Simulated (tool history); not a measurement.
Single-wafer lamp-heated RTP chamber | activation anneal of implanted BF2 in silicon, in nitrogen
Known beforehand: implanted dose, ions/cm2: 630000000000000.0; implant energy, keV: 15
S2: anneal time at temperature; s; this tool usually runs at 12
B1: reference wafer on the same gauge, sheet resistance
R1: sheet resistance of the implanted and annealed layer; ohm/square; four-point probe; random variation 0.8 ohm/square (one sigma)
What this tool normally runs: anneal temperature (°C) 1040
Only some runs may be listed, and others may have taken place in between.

Run 1, hour 0: usual settings but anneal temperature (°C) 1023, S2 16 s; B1 208.98. Result: R1 227.69 ohm/square.
Run 2, hour 59.9: usual settings but anneal temperature (°C) 1023, S2 16 s; B1 208.84. Result: R1 227.71 ohm/square.
Run 3, hour 101.5: usual settings; B1 208.79. Result: R1 217.57 ohm/square.
At hour 119.5: pyrometer window cleaned and pyrometer calibrated.
At hour 130.4: reflector plate cleaned.
Run 4, hour 130.9: usual settings; B1 209.14. Result: R1 221.6 ohm/square.
Run 5, hour 169.1: usual settings; B1 208.91. Result: R1 220.91 ohm/square.
Run 6, hour 213.6: usual settings; B1 208.94. Result: R1 219.11 ohm/square.
Run 7, hour 257.3: usual settings; B1 208.87. Result: R1 218.48 ohm/square.
At hour 277.8: pyrometer window cleaned and pyrometer calibrated.
Run 8, hour 287.9: usual settings but anneal temperature (°C) 1059, S2 7 s; B1 208.97. Result: R1 218.27 ohm/square.
At hour 361.6: reflector plate cleaned.
Run 9, hour 362.1: usual settings but anneal temperature (°C) 1059, S2 7 s; B1 208.97. Result: R1 216.87 ohm/square.
Run 10, hour 381: usual settings but anneal temperature (°C) 1059, S2 7 s; B1 209.08. Result: R1 215.47 ohm/square.
At hour 411.4: gauge calibrated.
Run 11, hour 423.5: usual settings but anneal temperature (°C) 1063, S2 14 s; B1 208.9. Result: R1 202.18 ohm/square.
At hour 443.8: pyrometer window cleaned and pyrometer calibrated.
Run 12, hour 450.6: usual settings but anneal temperature (°C) 1051, S2 19 s; B1 209.02. Result: R1 207.56 ohm/square.
Run 13, hour 474.7: usual settings; B1 209.07. Result: R1 220.94 ohm/square.
Run 14, hour 522.2: usual settings but anneal temperature (°C) 1011, S2 17 s; B1 209.14. Result: R1 235.31 ohm/square.
Run 15, hour 581.1: usual settings but anneal temperature (°C) 1013, S2 10 s; B1 209.12. Result: R1 242.32 ohm/square.
At hour 598: pyrometer window cleaned and pyrometer calibrated.
At hour 601.3: reflector plate cleaned.
Run 16, hour 623.3: usual settings but anneal temperature (°C) 1058, S2 15 s; B1 208.85. Result: R1 205.21 ohm/square.
Run 17, hour 682.3: usual settings but S2 6 s; B1 209.09. Result: R1 232.13 ohm/square.
Run 18, hour 725.8: usual settings; B1 208.96. Result: R1 216.7 ohm/square.
At hour 751.6: pyrometer window cleaned and pyrometer calibrated.
Run 19, hour 753.1: usual settings but anneal temperature (°C) 1025, S2 19 s; B1 209.03. Result: R1 224.22 ohm/square.
Run 20, hour 811.8: usual settings but anneal temperature (°C) 1059, S2 7 s; B1 209.17. Result: R1 217 ohm/square.
Run 21, hour 847.5: usual settings but anneal temperature (°C) 1051, S2 19 s; B1 209.14. Result: R1 203.27 ohm/square.
At hour 857.6: reflector plate cleaned.
Run 22, hour 890.4: usual settings but anneal temperature (°C) 1022, S2 14 s; B1 208.98. Result: R1 226.51 ohm/square.

Pick out some run-to-run changes in R1. Of each, how much would a tool without hidden state show as well, from the settings, what came in and chance, and how much is left for the hidden state and any gauge scatter not in both results compared?
The tool's hidden condition here consists of: true wafer temperature minus pyrometer reading, K; wafer temperature error from the tarnished reflector plate, K; gauge reads high (%).
Run 15 -> 16: anneal temperature (°C) 1013 -> 1058, S2 10 -> 15, pyrometer window cleaned and pyrometer calibrated, reflector plate cleaned. R1 -37.11 ohm/square: hidden state +5, all else -42.11.
Run 16 -> 17: anneal temperature (°C) 1058 -> 1040, S2 15 -> 6. R1 +26.92 ohm/square: hidden state -3.19, all else +30.11.
Run 18 -> 19: anneal temperature (°C) 1040 -> 1025, S2 12 -> 19, pyrometer window cleaned and pyrometer calibrated. R1 +7.52 ohm/square: hidden state +5.08, all else +2.44.
